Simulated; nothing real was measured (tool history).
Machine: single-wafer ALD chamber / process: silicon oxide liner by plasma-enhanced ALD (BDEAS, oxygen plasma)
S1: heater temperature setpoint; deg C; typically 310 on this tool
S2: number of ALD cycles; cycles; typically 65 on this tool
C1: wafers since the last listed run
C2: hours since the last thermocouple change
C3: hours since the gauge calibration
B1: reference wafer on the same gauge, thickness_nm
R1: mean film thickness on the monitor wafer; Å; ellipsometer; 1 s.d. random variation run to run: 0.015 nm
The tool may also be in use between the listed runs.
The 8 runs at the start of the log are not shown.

{"run": 9, "hour": 189.6, "S1": 310, "S2": 65, "C1": 76, "C2": 2297.8, "C3": 226.1, "B1": 5.144, "R1": 60.14}
{"run": 10, "hour": 204.6, "S1": 310, "S2": 65, "C1": 57, "C2": 2312.8, "C3": 241.1, "B1": 5.148, "R1": 60.23}
{"run": 11, "hour": 232.6, "S1": 317, "S2": 65, "C1": 107, "C2": 2340.8, "C3": 269.1, "B1": 5.148, "R1": 59.81}
{"hour": 266.2, "done": "thermocouple changed; heater temperature recalibrated"}
{"run": 12, "hour": 268.5, "S1": 310, "S2": 65, "C1": 107, "C2": 2.3, "C3": 305.0, "B1": 5.156, "R1": 60.46}
{"run": 13, "hour": 298.2, "S1": 310, "S2": 65, "C1": 114, "C2": 32.0, "C3": 334.7, "B1": 5.167, "R1": 60.56}
{"run": 14, "hour": 320.5, "S1": 310, "S2": 65, "C1": 85, "C2": 54.3, "C3": 357.0, "B1": 5.166, "R1": 60.65}
{"run": 15, "hour": 334.8, "S1": 310, "S2": 65, "C1": 54, "C2": 68.6, "C3": 371.3, "B1": 5.166, "R1": 60.43}
{"run": 16, "hour": 365.7, "S1": 310, "S2": 65, "C1": 118, "C2": 99.5, "C3": 402.2, "B1": 5.173, "R1": 60.79}
{"run": 17, "hour": 385.4, "S1": 310, "S2": 65, "C1": 75, "C2": 119.2, "C3": 421.9, "B1": 5.179, "R1": 60.66}
{"run": 18, "hour": 420.5, "S1": 323, "S2": 58, "C1": 134, "C2": 154.3, "C3": 457.0, "B1": 5.185, "R1": 52.87}
{"run": 19, "hour": 453.3, "S1": 320, "S2": 77, "C1": 125, "C2": 187.1, "C3": 489.8, "B1": 5.196, "R1": 70.62}
{"hour": 459.7, "done": "gauge calibrated"}
{"run": 20, "hour": 489.2, "S1": 297, "S2": 75, "C1": 137, "C2": 223.0, "C3": 29.5, "B1": 5.104, "R1": 71.09}
{"run": 21, "hour": 513.5, "S1": 301, "S2": 76, "C1": 93, "C2": 247.3, "C3": 53.8, "B1": 5.111, "R1": 71.14}
{"run": 22, "hour": 538.0, "S1": 310, "S2": 65, "C1": 94, "C2": 271.8, "C3": 78.3, "B1": 5.119, "R1": 60.02}
{"run": 23, "hour": 571.3, "S1": 322, "S2": 61, "C1": 127, "C2": 305.1, "C3": 111.6, "B1": 5.115, "R1": 55.22}
{"run": 24, "hour": 602.1, "S1": 303, "S2": 65, "C1": 118, "C2": 335.9, "C3": 142.4, "B1": 5.126, "R1": 60.72}
{"run": 25, "hour": 634.4, "S1": 299, "S2": 70, "C1": 124, "C2": 368.2, "C3": 174.7, "B1": 5.132, "R1": 66.47}
{"run": 26, "hour": 667.4, "S1": 310, "S2": 65, "C1": 126, "C2": 401.2, "C3": 207.7, "B1": 5.142, "R1": 60.22}
{"run": 27, "hour": 691.0, "S1": 304, "S2": 74, "C1": 90, "C2": 424.8, "C3": 231.3, "B1": 5.145, "R1": 69.14}
{"run": 28, "hour": 741.9, "S1": 323, "S2": 55, "C1": 195, "C2": 475.7, "C3": 282.2, "B1": 5.158, "R1": 50.04}
{"run": 29, "hour": 770.6, "S1": 297, "S2": 59, "C1": 110, "C2": 504.4, "C3": 310.9, "B1": 5.162, "R1": 56.54}
{"run": 30, "hour": 794.9, "S1": 299, "S2": 60, "C1": 93, "C2": 528.7, "C3": 335.2, "B1": 5.169, "R1": 57.04}
{"run": 31, "hour": 818.1, "S1": 318, "S2": 75, "C1": 89, "C2": 551.9, "C3": 358.4, "B1": 5.169, "R1": 69.14}
{"run": 32, "hour": 845.5, "S1": 314, "S2": 54, "C1": 105, "C2": 579.3, "C3": 385.8, "B1": 5.183, "R1": 50.07}
{"run": 33, "hour": 877.1, "S1": 310, "S2": 65, "C1": 121, "C2": 610.9, "C3": 417.4, "B1": 5.186, "R1": 60.89}

4 options for the next run, each taken on its own from the tool as it stands now. Forecast them:
{"run": "A", "hour": 877.6, "S1": 316, "S2": 65, "C1": 1, "C2": 611.4, "C3": 417.9, "B1": "?", "R1": "?"}
{"run": "B", "hour": 877.6, "S1": 301, "S2": 56, "C1": 1, "C2": 611.4, "C3": 417.9, "B1": "?", "R1": "?"}
{"run": "C", "hour": 877.6, "S1": 323, "S2": 77, "C1": 1, "C2": 611.4, "C3": 417.9, "B1": "?", "R1": "?"}
{"run": "D", "hour": 877.6, "S1": 323, "S2": 71, "C1": 1, "C2": 611.4, "C3": 417.9, "B1": "?", "R1": "?"}

run=A B1=5.184 R1=59.80
run=B B1=5.184 R1=52.81
run=C B1=5.184 R1=70.03
run=D B1=5.184 R1=64.58
Take away the tool's hidden state, keep each run's random variation, and the runs would have read:
run=A R1=58.74
run=B R1=51.88
run=C R1=68.79
run=D R1=63.43

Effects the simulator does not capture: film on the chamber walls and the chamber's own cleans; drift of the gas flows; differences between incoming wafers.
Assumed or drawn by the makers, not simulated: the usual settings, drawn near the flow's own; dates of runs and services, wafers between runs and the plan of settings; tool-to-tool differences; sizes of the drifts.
